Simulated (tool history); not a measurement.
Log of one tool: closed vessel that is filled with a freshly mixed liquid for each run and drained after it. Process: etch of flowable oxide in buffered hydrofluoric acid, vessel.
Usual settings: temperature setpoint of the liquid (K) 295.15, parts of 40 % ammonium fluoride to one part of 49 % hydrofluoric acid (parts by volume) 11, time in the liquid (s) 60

run,hour,temperature setpoint of the liquid (K),parts of 40 % ammonium fluoride to one part of 49 % hydrofluoric acid (parts by volume),time in the liquid (s),"read-back film thickness of the flowable oxide reference wafer, read on the same gauge (nm)",thickness taken off the flowable oxide on a monitor wafer (nm)
1,0,295.15,11,60,50,160.88
2,66.3,295.15,13,80,50,189.65
3,111.1,295.15,13,80,50.01,188.5
4,175.6,295.15,11,60,50.01,168.2
5,208,295.15,11,60,49.99,168.04
6,274.1,295.15,11,60,49.99,170.64
7,329.8,295.15,11,60,49.99,170.98
# hour 398.9: hydrofluoric acid flow meter replaced
8,399.4,295.15,11,60,49.99,159.11
9,459.4,295.15,11,60,50,158.98
# hour 520.1: thermometer replaced
10,529.3,295.15,11,75,50.01,182.57
11,586.3,291.15,11,80,49.97,154.43
# hour 616.6: gauge calibrated
12,654.4,293.65,15,60,50.01,98.78

The next listed run, before its measurement:
13,700.3,295.15,11,60,?,?

{"run 13": {"read-back film thickness of the flowable oxide reference wafer, read on the same gauge (nm)": 50, "thickness taken off the flowable oxide on a monitor wafer (nm)": 145.08}}
Without the tool's hidden state the same run would have given thickness taken off the flowable oxide on a monitor wafer (nm) 138.41.

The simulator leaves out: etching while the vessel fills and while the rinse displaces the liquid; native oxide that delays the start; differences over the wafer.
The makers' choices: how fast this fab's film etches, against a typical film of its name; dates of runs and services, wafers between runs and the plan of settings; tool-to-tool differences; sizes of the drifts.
